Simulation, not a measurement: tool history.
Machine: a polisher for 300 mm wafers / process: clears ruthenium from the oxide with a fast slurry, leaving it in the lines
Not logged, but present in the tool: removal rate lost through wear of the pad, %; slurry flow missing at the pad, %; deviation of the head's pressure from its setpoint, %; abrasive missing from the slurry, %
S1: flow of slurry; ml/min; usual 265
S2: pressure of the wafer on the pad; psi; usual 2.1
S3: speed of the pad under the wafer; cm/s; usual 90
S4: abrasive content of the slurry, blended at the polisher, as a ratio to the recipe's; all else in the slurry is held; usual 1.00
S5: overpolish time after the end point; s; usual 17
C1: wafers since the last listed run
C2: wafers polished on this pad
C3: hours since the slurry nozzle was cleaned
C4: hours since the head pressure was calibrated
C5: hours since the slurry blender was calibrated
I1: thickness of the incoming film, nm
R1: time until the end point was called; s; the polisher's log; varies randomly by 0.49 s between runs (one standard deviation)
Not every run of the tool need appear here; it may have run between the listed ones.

run 1 hour=0.0 | S1=265 S2=2.1 S3=90 S4=1.00 S5=17 | C1=0 C2=590 C3=75.6 C4=403.3 C5=268.3 | I1=201.6 | R1=58.0
run 2 hour=33.9 | S1=265 S2=2.1 S3=90 S4=1.00 S5=17 | C1=435 C2=1026 C3=109.5 C4=437.2 C5=302.2 | I1=199.8 | R1=58.7
run 3 hour=104.9 | S1=265 S2=2.1 S3=90 S4=1.00 S5=17 | C1=912 C2=1938 C3=180.5 C4=508.2 C5=373.2 | I1=197.9 | R1=57.3
run 4 hour=136.2 | S1=265 S2=2.1 S3=90 S4=1.00 S5=17 | C1=402 C2=2341 C3=211.8 C4=539.5 C5=404.5 | I1=200.5 | R1=59.7
-- hour=159.2 slurry blender recalibrated
run 5 hour=180.7 | S1=265 S2=2.1 S3=90 S4=1.00 S5=17 | C1=546 C2=2887 C3=256.3 C4=584.0 C5=21.5 | I1=201.4 | R1=60.1
run 6 hour=228.9 | S1=265 S2=2.1 S3=90 S4=1.00 S5=17 | C1=619 C2=3506 C3=304.5 C4=632.2 C5=69.7 | I1=203.6 | R1=60.5
-- hour=264.9 head pressure recalibrated
run 7 hour=271.7 | S1=265 S2=2.1 S3=90 S4=1.00 S5=17 | C1=524 C2=4031 C3=347.3 C4=6.8 C5=112.5 | I1=199.1 | R1=59.4
-- hour=320.7 worn pad replaced by a new one
run 8 hour=324.3 | S1=230 S2=2.1 S3=66 S4=1.00 S5=17 | C1=624 C2=45 C3=399.9 C4=59.4 C5=165.1 | I1=201.4 | R1=82.7
-- hour=359.4 slurry nozzle cleaned
run 9 hour=361.0 | S1=350 S2=2.1 S3=90 S4=1.00 S5=7 | C1=458 C2=504 C3=1.6 C4=96.1 C5=201.8 | I1=197.5 | R1=56.4
run 10 hour=395.1 | S1=265 S2=2.1 S3=90 S4=1.00 S5=17 | C1=438 C2=942 C3=35.7 C4=130.2 C5=235.9 | I1=198.7 | R1=58.0
run 11 hour=452.3 | S1=265 S2=2.1 S3=90 S4=1.00 S5=17 | C1=735 C2=1678 C3=92.9 C4=187.4 C5=293.1 | I1=201.9 | R1=59.1
run 12 hour=481.2 | S1=265 S2=2.6 S3=90 S4=1.00 S5=17 | C1=371 C2=2049 C3=121.8 C4=216.3 C5=322.0 | I1=199.2 | R1=46.8
run 13 hour=547.1 | S1=265 S2=2.1 S3=90 S4=1.10 S5=17 | C1=847 C2=2896 C3=187.7 C4=282.2 C5=387.9 | I1=201.8 | R1=56.1
run 14 hour=578.9 | S1=265 S2=2.1 S3=90 S4=1.00 S5=17 | C1=408 C2=3305 C3=219.5 C4=314.0 C5=419.7 | I1=200.6 | R1=59.9
-- hour=582.4 slurry blender recalibrated
run 15 hour=619.2 | S1=265 S2=2.1 S3=80 S4=1.00 S5=17 | C1=492 C2=3797 C3=259.8 C4=354.3 C5=36.8 | I1=199.7 | R1=67.1
-- hour=669.6 worn pad replaced by a new one
run 16 hour=685.4 | S1=265 S2=2.3 S3=90 S4=1.00 S5=17 | C1=799 C2=203 C3=326.0 C4=420.5 C5=103.0 | I1=197.6 | R1=54.0
run 17 hour=738.4 | S1=265 S2=2.1 S3=90 S4=1.00 S5=17 | C1=681 C2=884 C3=379.0 C4=473.5 C5=156.0 | I1=201.2 | R1=59.7
-- hour=769.9 slurry nozzle cleaned
run 18 hour=787.5 | S1=295 S2=2.4 S3=90 S4=0.80 S5=20 | C1=618 C2=1502 C3=17.6 C4=522.6 C5=205.1 | I1=199.8 | R1=57.4
run 19 hour=835.7 | S1=265 S2=2.1 S3=90 S4=1.00 S5=17 | C1=619 C2=2122 C3=65.8 C4=570.8 C5=253.3 | I1=199.6 | R1=57.3
run 20 hour=861.3 | S1=265 S2=2.1 S3=90 S4=1.10 S5=17 | C1=329 C2=2451 C3=91.4 C4=596.4 C5=278.9 | I1=200.4 | R1=56.0
run 21 hour=895.7 | S1=265 S2=2.1 S3=90 S4=1.10 S5=14 | C1=442 C2=2893 C3=125.8 C4=630.8 C5=313.3 | I1=197.1 | R1=55.4
run 22 hour=929.5 | S1=265 S2=2.1 S3=90 S4=1.00 S5=17 | C1=434 C2=3327 C3=159.6 C4=664.6 C5=347.1 | I1=200.1 | R1=58.7
run 23 hour=978.5 | S1=195 S2=2.1 S3=74 S4=1.00 S5=14 | C1=629 C2=3957 C3=208.6 C4=713.6 C5=396.1 | I1=203.0 | R1=76.1
-- hour=994.1 head pressure recalibrated
-- hour=998.2 slurry blender recalibrated
run 24 hour=1034.4 | S1=335 S2=2.1 S3=90 S4=1.00 S5=11 | C1=667 C2=4624 C3=264.5 C4=40.3 C5=36.2 | I1=200.4 | R1=57.4
run 25 hour=1076.1 | S1=265 S2=2.1 S3=90 S4=0.90 S5=17 | C1=535 C2=5160 C3=306.2 C4=82.0 C5=77.9 | I1=197.1 | R1=63.3
run 26 hour=1103.1 | S1=265 S2=2.1 S3=90 S4=1.00 S5=17 | C1=347 C2=5507 C3=333.2 C4=109.0 C5=104.9 | I1=199.9 | R1=59.2
-- hour=1115.8 worn pad replaced by a new one
run 27 hour=1144.8 | S1=265 S2=2.1 S3=90 S4=1.00 S5=11 | C1=484 C2=373 C3=374.9 C4=150.7 C5=146.6 | I1=197.4 | R1=58.6
run 28 hour=1180.8 | S1=265 S2=2.1 S3=66 S4=1.00 S5=17 | C1=462 C2=836 C3=410.9 C4=186.7 C5=182.6 | I1=197.7 | R1=81.2

Entry by entry between the runs, the difference in hidden state between the last listed run before and the first listed run after:
After run 4, before run 5: slurry blender recalibrated (hour 159.2)
  slurry flow missing at the pad, %: 23.7 -> 25.7
  what was measured, less what the result would be without the hidden state, R1: +1.6 -> +1.7 s
After run 6, before run 7: head pressure recalibrated (hour 264.9)
  slurry flow missing at the pad, %: 27.4 -> 28.4
  what was measured, less what the result would be without the hidden state, R1: +1.9 -> +2.0 s
After run 7, before run 8: worn pad replaced by a new one (hour 320.7)
  slurry flow missing at the pad, %: 28.4 -> 29.4
  what was measured, less what the result would be without the hidden state, R1: +2.0 -> +3.2 s
After run 8, before run 9: slurry nozzle cleaned (hour 359.4)
  slurry flow missing at the pad, %: 29.4 -> 1.29
  what was measured, less what the result would be without the hidden state, R1: +3.2 -> +0.1 s
After run 14, before run 15: slurry blender recalibrated (hour 582.4)
  slurry flow missing at the pad, %: 24.7 -> 26.5
  what was measured, less what the result would be without the hidden state, R1: +1.7 -> +2.0 s
After run 15, before run 16: worn pad replaced by a new one (hour 669.6)
  slurry flow missing at the pad, %: 26.5 -> 28.5
  what was measured, less what the result would be without the hidden state, R1: +2.0 -> +1.8 s
After run 17, before run 18: slurry nozzle cleaned (hour 769.9)
  slurry flow missing at the pad, %: 29.7 -> 3.9
  what was measured, less what the result would be without the hidden state, R1: +2.1 -> +0.2 s
After run 23, before run 24: head pressure recalibrated (hour 994.1); slurry blender recalibrated (hour 998.2)
  slurry flow missing at the pad, %: 23.7 -> 26.2
  what was measured, less what the result would be without the hidden state, R1: +2.6 -> +1.4 s
After run 26, before run 27: worn pad replaced by a new one (hour 1115.8)
  slurry flow missing at the pad, %: 28.3 -> 29.2
  what was measured, less what the result would be without the hidden state, R1: +2.0 -> +2.0 s

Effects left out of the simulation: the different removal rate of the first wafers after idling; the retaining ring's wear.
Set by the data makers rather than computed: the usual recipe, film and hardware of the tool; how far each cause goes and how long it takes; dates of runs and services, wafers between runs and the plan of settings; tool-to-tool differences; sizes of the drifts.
